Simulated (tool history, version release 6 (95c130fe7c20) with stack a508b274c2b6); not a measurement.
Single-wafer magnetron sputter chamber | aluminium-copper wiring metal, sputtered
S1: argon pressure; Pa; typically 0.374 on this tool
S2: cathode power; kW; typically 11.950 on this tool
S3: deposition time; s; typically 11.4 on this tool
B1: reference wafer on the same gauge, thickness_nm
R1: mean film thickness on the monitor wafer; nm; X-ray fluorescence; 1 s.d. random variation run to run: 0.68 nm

run 1 hour=0.0 | S1=0.374 S2=11.950 S3=11.4 | B1=222.282 | R1=264.481
run 2 hour=11.3 | S1=0.374 S2=11.950 S3=11.4 | B1=221.975 | R1=263.386
run 3 hour=26.7 | S1=0.374 S2=11.950 S3=11.4 | B1=222.021 | R1=264.132
-- hour=41.7 sputter target and shields replaced
run 4 hour=55.6 | S1=0.374 S2=10.700 S3=11.4 | B1=222.111 | R1=240.230
run 5 hour=70.7 | S1=0.374 S2=10.700 S3=11.4 | B1=222.038 | R1=238.994
run 6 hour=81.3 | S1=0.374 S2=10.700 S3=11.4 | B1=221.797 | R1=238.769
run 7 hour=98.3 | S1=0.374 S2=11.950 S3=11.4 | B1=221.972 | R1=263.584
run 8 hour=113.4 | S1=0.374 S2=11.950 S3=11.4 | B1=221.865 | R1=263.837
-- hour=129.2 sputter target and shields replaced
run 9 hour=131.0 | S1=0.374 S2=11.950 S3=11.4 | B1=221.923 | R1=266.401
run 10 hour=148.7 | S1=0.374 S2=11.950 S3=11.4 | B1=222.114 | R1=265.527
run 11 hour=157.1 | S1=0.374 S2=14.950 S3=11.4 | B1=222.055 | R1=325.547
-- hour=162.4 gauge calibrated
-- hour=173.0 capacitance manometer re-zeroed and calibrated
-- hour=205.3 sputter target and shields replaced
run 12 hour=205.8 | S1=0.374 S2=10.700 S3=11.4 | B1=221.985 | R1=243.299
run 13 hour=220.9 | S1=0.497 S2=13.700 S3=10.6 | B1=221.970 | R1=261.719
run 14 hour=235.8 | S1=0.374 S2=10.700 S3=11.4 | B1=221.932 | R1=240.538
-- hour=255.4 magnet pack replaced
run 15 hour=255.9 | S1=0.374 S2=11.950 S3=11.4 | B1=221.958 | R1=263.660
run 16 hour=259.2 | S1=0.431 S2=11.950 S3=12.2 | B1=222.054 | R1=273.058
run 17 hour=269.1 | S1=0.269 S2=13.850 S3=13.5 | B1=222.145 | R1=380.161
-- hour=277.7 sputter target and shields replaced
run 18 hour=302.0 | S1=0.334 S2=13.550 S3=11.4 | B1=221.858 | R1=304.826
run 19 hour=312.4 | S1=0.414 S2=10.300 S3=10.6 | B1=222.069 | R1=210.347
run 20 hour=321.6 | S1=0.518 S2=11.950 S3=13.7 | B1=221.797 | R1=291.457

Same runs, no hidden state in the tool, same run-to-run variation:
The tool's hidden condition here consists of: deposition rate above that of a new target (%); true argon pressure above the setpoint (%); gauge reads high (%).
run=1 R1=268.769
run=2 R1=267.996
run=3 R1=269.037
run=4 R1=242.693
run=5 R1=242.623
run=6 R1=242.904
run=7 R1=268.694
run=8 R1=269.217
run=9 R1=267.065
run=10 R1=268.481
run=11 R1=329.983
run=12 R1=243.798
run=13 R1=264.372
run=14 R1=244.081
run=15 R1=268.404
run=16 R1=278.063
run=17 R1=387.434
run=18 R1=308.807
run=19 R1=213.621
run=20 R1=296.441

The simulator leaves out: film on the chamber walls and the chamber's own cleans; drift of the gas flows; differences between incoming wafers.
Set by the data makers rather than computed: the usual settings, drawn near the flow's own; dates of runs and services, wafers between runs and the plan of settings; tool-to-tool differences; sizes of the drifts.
